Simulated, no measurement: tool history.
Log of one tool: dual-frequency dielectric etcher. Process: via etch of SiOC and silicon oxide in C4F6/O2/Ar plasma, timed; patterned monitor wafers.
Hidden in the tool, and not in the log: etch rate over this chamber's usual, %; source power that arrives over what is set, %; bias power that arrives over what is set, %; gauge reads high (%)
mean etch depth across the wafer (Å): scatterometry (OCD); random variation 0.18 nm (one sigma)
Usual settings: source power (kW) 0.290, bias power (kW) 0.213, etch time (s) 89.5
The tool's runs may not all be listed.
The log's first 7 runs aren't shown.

run    hour  source power (kW)  bias power (kW)  etch time (s)  wafers since the last listed run  hours since the last wet clean  hours since the last source power generator calibration  hours since the last bias power generator calibration  hours since the last upper electrode change  hours since the gauge calibration  read-back reference wafer on the same gauge, depth_nm  mean etch depth across the wafer (Å)
  8   464.6              0.290            0.213           89.5                               355                            38.9                                                    321.3                                                  396.0                                       3722.1                             1313.0                                                   99.7                                   876
  9   515.7              0.290            0.213           89.5                               665                            90.0                                                    372.4                                                  447.1                                       3773.2                             1364.1                                                   99.7                                   876
 10   578.8              0.290            0.213           89.5                               821                           153.1                                                    435.5                                                  510.2                                       3836.3                             1427.2                                                   99.7                                   872
 11   605.9              0.290            0.196           76.5                               352                           180.2                                                    462.6                                                  537.3                                       3863.4                             1454.3                                                   99.7                                   730
 12   639.1              0.290            0.247          102.5                               432                           213.4                                                    495.8                                                  570.5                                       3896.6                             1487.5                                                   99.7                                  1025
      672.7  -- upper electrode replaced
 13   689.5              0.290            0.213           89.5                               343                           263.8                                                    546.2                                                  620.9                                         16.8                             1537.9                                                   99.7                                   867
 14   713.5              0.290            0.187           79.5                               312                           287.8                                                    570.2                                                  644.9                                         40.8                             1561.9                                                   99.7                                   745
 15   740.4              0.340            0.236           77.5                               350                           314.7                                                    597.1                                                  671.8                                         67.7                             1588.8                                                   99.6                                   814
 16   776.4              0.310            0.213           89.5                               468                           350.7                                                    633.1                                                  707.8                                        103.7                             1624.8                                                   99.7                                   883
      814.2  -- wet clean of the chamber
 17   814.7              0.270            0.176          112.5                               186                             0.5                                                    671.4                                                  746.1                                        142.0                             1663.1                                                   99.7                                  1030
 18   854.6              0.250            0.213           89.5                               519                            40.4                                                    711.3                                                  786.0                                        181.9                             1703.0                                                   99.7                                   821
 19   905.3              0.290            0.239           68.0                               659                            91.1                                                    762.0                                                  836.7                                        232.6                             1753.7                                                   99.7                                   676
      926.2  -- gauge calibrated
 20  1025.4              0.290            0.213           89.5                              1563                           211.2                                                    882.1                                                  956.8                                        352.7                               99.2                                                   99.7                                   863
 21  1078.3              0.290            0.234          101.0                               688                           264.1                                                    935.0                                                 1009.7                                        405.6                              152.1                                                   99.7                                   990
 22  1149.1              0.290            0.213           89.5                               921                           334.9                                                   1005.8                                                 1080.5                                        476.4                              222.9                                                   99.7                                   853
     1203.1  -- wet clean of the chamber
 23  1210.4              0.290            0.192          111.5                               485                             7.3                                                   1067.1                                                 1141.8                                        537.7                              284.2                                                   99.7                                  1068
 24  1259.7              0.290            0.213          106.5                               641                            56.6                                                   1116.4                                                 1191.1                                        587.0                              333.5                                                   99.7                                  1039
 25  1316.2              0.350            0.213           77.5                               735                           113.1                                                   1172.9                                                 1247.6                                        643.5                              390.0                                                   99.7                                   815
 26  1341.9              0.230            0.238           71.5                               334                           138.8                                                   1198.6                                                 1273.3                                        669.2                              415.7                                                   99.7                                   646
 27  1368.0              0.340            0.213           89.5                               339                           164.9                                                   1224.7                                                 1299.4                                        695.3                              441.8                                                   99.7                                   927
 28  1433.7              0.310            0.246           75.0                               855                           230.6                                                   1290.4                                                 1365.1                                        761.0                              507.5                                                   99.7                                   766
 29  1483.5              0.290            0.213           89.5                               648                           280.4                                                   1340.2                                                 1414.9                                        810.8                              557.3                                                   99.7                                   860
 30  1553.4              0.290            0.245           89.5                               909                           350.3                                                   1410.1                                                 1484.8                                        880.7                              627.2                                                   99.7                                   883
 31  1588.5              0.340            0.255           89.5                               456                           385.4                                                   1445.2                                                 1519.9                                        915.8                              662.3                                                   99.7                                   947

Forecast each of these 3 alternatives for the next run:
  A  1588.9              0.290            0.213           89.5                                 5                           385.8                                                   1445.6                                                 1520.3                                        916.2                              662.7                                                      ?                                     ?
  B  1588.9              0.290            0.213           78.5                                 5                           385.8                                                   1445.6                                                 1520.3                                        916.2                              662.7                                                      ?                                     ?
  C  1588.9              0.230            0.213           79.5                                 5                           385.8                                                   1445.6                                                 1520.3                                        916.2                              662.7                                                      ?                                     ?

run  read-back reference wafer on the same gauge, depth_nm  mean etch depth across the wafer (Å)
  A                                                   99.8                                   852
  B                                                   99.8                                   747
  C                                                   99.8                                   688
Without the tool's hidden state the same runs would have given:
run  mean etch depth across the wafer (Å)
  A                                   875
  B                                   767
  C                                   706

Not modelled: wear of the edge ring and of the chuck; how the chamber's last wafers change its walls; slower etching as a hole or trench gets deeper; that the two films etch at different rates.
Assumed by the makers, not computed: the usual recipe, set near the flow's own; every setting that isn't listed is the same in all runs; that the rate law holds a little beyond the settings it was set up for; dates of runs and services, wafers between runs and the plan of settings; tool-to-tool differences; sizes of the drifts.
